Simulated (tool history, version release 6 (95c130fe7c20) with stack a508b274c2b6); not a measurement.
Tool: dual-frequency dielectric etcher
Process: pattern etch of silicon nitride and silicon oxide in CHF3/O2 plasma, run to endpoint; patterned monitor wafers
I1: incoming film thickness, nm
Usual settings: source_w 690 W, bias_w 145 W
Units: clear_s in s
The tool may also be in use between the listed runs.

{"run": 1, "hour": 0.0, "source_w": 640, "bias_w": 145, "I1": 275.4, "clear_s": 190.5}
{"run": 2, "hour": 64.6, "source_w": 640, "bias_w": 145, "I1": 273.7, "clear_s": 190.9}
{"run": 3, "hour": 144.5, "source_w": 640, "bias_w": 145, "I1": 273.6, "clear_s": 190.2}
{"run": 4, "hour": 200.9, "source_w": 690, "bias_w": 145, "I1": 274.4, "clear_s": 189.2}
{"run": 5, "hour": 247.1, "source_w": 690, "bias_w": 145, "I1": 270.5, "clear_s": 188.6}
{"hour": 274.4, "done": "wet clean of the chamber"}
{"run": 6, "hour": 436.7, "source_w": 650, "bias_w": 145, "I1": 275.3, "clear_s": 188.1}
{"run": 7, "hour": 479.8, "source_w": 650, "bias_w": 145, "I1": 273.9, "clear_s": 188}
{"run": 8, "hour": 581.2, "source_w": 690, "bias_w": 145, "I1": 273, "clear_s": 186.1}
{"run": 9, "hour": 617.5, "source_w": 690, "bias_w": 145, "I1": 273.5, "clear_s": 187.5}
{"run": 10, "hour": 677.1, "source_w": 730, "bias_w": 133, "I1": 273.5, "clear_s": 189.4}
{"run": 11, "hour": 736.9, "source_w": 730, "bias_w": 133, "I1": 275.8, "clear_s": 191.8}
{"hour": 847.8, "done": "wet clean of the chamber"}
{"run": 12, "hour": 848.3, "source_w": 730, "bias_w": 133, "I1": 276.8, "clear_s": 190.4}
{"run": 13, "hour": 923.3, "source_w": 690, "bias_w": 145, "I1": 275.8, "clear_s": 186.5}
{"run": 14, "hour": 965.5, "source_w": 580, "bias_w": 164, "I1": 271.6, "clear_s": 183.6}
{"hour": 1039.6, "done": "upper electrode replaced, of another model than before"}
{"run": 15, "hour": 1040.1, "source_w": 690, "bias_w": 145, "I1": 273.8, "clear_s": 186.7}
{"run": 16, "hour": 1104.0, "source_w": 690, "bias_w": 145, "I1": 272.1, "clear_s": 185.5}
{"run": 17, "hour": 1175.9, "source_w": 850, "bias_w": 178, "I1": 272.4, "clear_s": 160.8}
{"hour": 1202.8, "done": "source power generator calibrated"}
{"run": 18, "hour": 1212.7, "source_w": 830, "bias_w": 133, "I1": 273.5, "clear_s": 182.5}
{"run": 19, "hour": 1292.6, "source_w": 760, "bias_w": 145, "I1": 275, "clear_s": 183.3}
{"run": 20, "hour": 1366.0, "source_w": 780, "bias_w": 123, "I1": 273.8, "clear_s": 194.7}
{"hour": 1439.9, "done": "wet clean of the chamber"}
{"run": 21, "hour": 1440.4, "source_w": 630, "bias_w": 176, "I1": 275.5, "clear_s": 177.9}
{"run": 22, "hour": 1471.2, "source_w": 750, "bias_w": 162, "I1": 272.7, "clear_s": 172.6}
{"run": 23, "hour": 1519.5, "source_w": 750, "bias_w": 121, "I1": 272.4, "clear_s": 195.2}
{"hour": 1553.0, "done": "bias power generator calibrated"}
{"run": 24, "hour": 1560.4, "source_w": 820, "bias_w": 128, "I1": 268.9, "clear_s": 182.5}
{"run": 25, "hour": 1660.0, "source_w": 690, "bias_w": 145, "I1": 271, "clear_s": 185.2}
{"run": 26, "hour": 1807.0, "source_w": 630, "bias_w": 176, "I1": 274.4, "clear_s": 181.3}
{"run": 27, "hour": 1843.2, "source_w": 690, "bias_w": 145, "I1": 274, "clear_s": 189.1}
{"run": 28, "hour": 1880.5, "source_w": 560, "bias_w": 109, "I1": 273, "clear_s": 227.5}
{"run": 29, "hour": 1980.4, "source_w": 690, "bias_w": 145, "I1": 272.5, "clear_s": 188.6}
{"hour": 2057.4, "done": "wet clean of the chamber"}
{"run": 30, "hour": 2057.9, "source_w": 580, "bias_w": 181, "I1": 279.7, "clear_s": 182.5}
{"run": 31, "hour": 2109.3, "source_w": 520, "bias_w": 156, "I1": 275.3, "clear_s": 199.3}
{"run": 32, "hour": 2205.1, "source_w": 690, "bias_w": 145, "I1": 275.7, "clear_s": 187.9}
{"run": 33, "hour": 2266.4, "source_w": 610, "bias_w": 117, "I1": 273.6, "clear_s": 214.2}
{"run": 34, "hour": 2347.1, "source_w": 540, "bias_w": 145, "I1": 272.7, "clear_s": 202.1}
{"run": 35, "hour": 2428.5, "source_w": 690, "bias_w": 145, "I1": 277.7, "clear_s": 190}

Measured less the same run without the tool's hidden state. The same run-to-run variation is in both; the gauge's scatter may not be:
The hidden state here: etch rate over this chamber's usual, %; source power that arrives over what is set, %; bias power that arrives over what is set, %.
run=1 clear_s=+2.9
run=2 clear_s=+3.5
run=3 clear_s=+4.2
run=4 clear_s=+4.7
run=5 clear_s=+5.1
run=6 clear_s=+0.6
run=7 clear_s=+1
run=8 clear_s=+1.9
run=9 clear_s=+2.2
run=10 clear_s=+2.8
run=11 clear_s=+3.4
run=12 clear_s=+0.3
run=13 clear_s=+0.9
run=14 clear_s=+1.3
run=15 clear_s=+2
run=16 clear_s=+2.5
run=17 clear_s=+2.7
run=18 clear_s=+3.5
run=19 clear_s=+4.2
run=20 clear_s=+5.1
run=21 clear_s=+1.1
run=22 clear_s=+1.3
run=23 clear_s=+1.9
run=24 clear_s=+2.1
run=25 clear_s=+3.1
run=26 clear_s=+4.3
run=27 clear_s=+4.8
run=28 clear_s=+6.2
run=29 clear_s=+6
run=30 clear_s=+1
run=31 clear_s=+1.6
run=32 clear_s=+2.3
run=33 clear_s=+3.2
run=34 clear_s=+3.9
run=35 clear_s=+4.3
